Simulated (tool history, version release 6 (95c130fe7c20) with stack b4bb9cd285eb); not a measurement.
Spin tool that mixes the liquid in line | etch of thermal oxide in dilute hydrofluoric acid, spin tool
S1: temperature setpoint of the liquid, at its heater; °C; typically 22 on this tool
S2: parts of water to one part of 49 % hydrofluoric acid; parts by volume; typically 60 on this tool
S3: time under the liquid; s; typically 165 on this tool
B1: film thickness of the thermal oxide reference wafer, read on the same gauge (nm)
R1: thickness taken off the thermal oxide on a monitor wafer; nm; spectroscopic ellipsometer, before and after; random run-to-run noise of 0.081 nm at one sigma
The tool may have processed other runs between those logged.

Run 1, hour 0: usual settings; B1 49.99. Result: R1 13.25 nm.
Run 2, hour 7.5: usual settings; B1 49.99. Result: R1 13.16 nm.
Run 3, hour 13.7: usual settings; B1 50. Result: R1 13.3 nm.
Run 4, hour 21.8: usual settings but S3 200 s; B1 50. Result: R1 16.04 nm.
Run 5, hour 30.5: usual settings but S3 200 s; B1 49.99. Result: R1 16.01 nm.
Run 6, hour 48.5: usual settings but S3 200 s; B1 50.02. Result: R1 16.13 nm.
Run 7, hour 84.3: usual settings but S3 130 s; B1 49.99. Result: R1 10.53 nm.
Run 8, hour 94.2: usual settings but S3 130 s; B1 49.99. Result: R1 10.68 nm.
Run 9, hour 102.9: usual settings; B1 49.98. Result: R1 13.22 nm.
Run 10, hour 115.6: usual settings but S1 20.5 °C, S2 80 parts by volume; B1 50.02. Result: R1 9.27 nm.
At hour 124.7: hydrofluoric acid flow meter replaced.
Run 11, hour 131.5: usual settings but S3 110 s; B1 49.99. Result: R1 7.87 nm.
Run 12, hour 148.5: usual settings; B1 49.98. Result: R1 11.77 nm.
At hour 153.7: thermometer replaced.
Run 13, hour 156.9: usual settings but S1 17 °C, S2 45 parts by volume; B1 49.99. Result: R1 13.05 nm.
At hour 170.6: gauge calibrated.
Run 14, hour 173.6: usual settings but S1 27 °C, S2 50 parts by volume; B1 50. Result: R1 17.78 nm.
Run 15, hour 186.3: usual settings but S1 20.5 °C; B1 50.02. Result: R1 11.25 nm.
Run 16, hour 194.6: usual settings but S2 75 parts by volume; B1 50. Result: R1 9.45 nm.

Run 17 has not been measured yet. What should we expect?
Run 17, hour 208.7: usual settings; B1 ?. Result: R1 ?.

Run 17 produced B1 50.01, R1 12.16 nm.
The same run, on a tool lacking any hidden state, would have yielded R1 11.96 nm.

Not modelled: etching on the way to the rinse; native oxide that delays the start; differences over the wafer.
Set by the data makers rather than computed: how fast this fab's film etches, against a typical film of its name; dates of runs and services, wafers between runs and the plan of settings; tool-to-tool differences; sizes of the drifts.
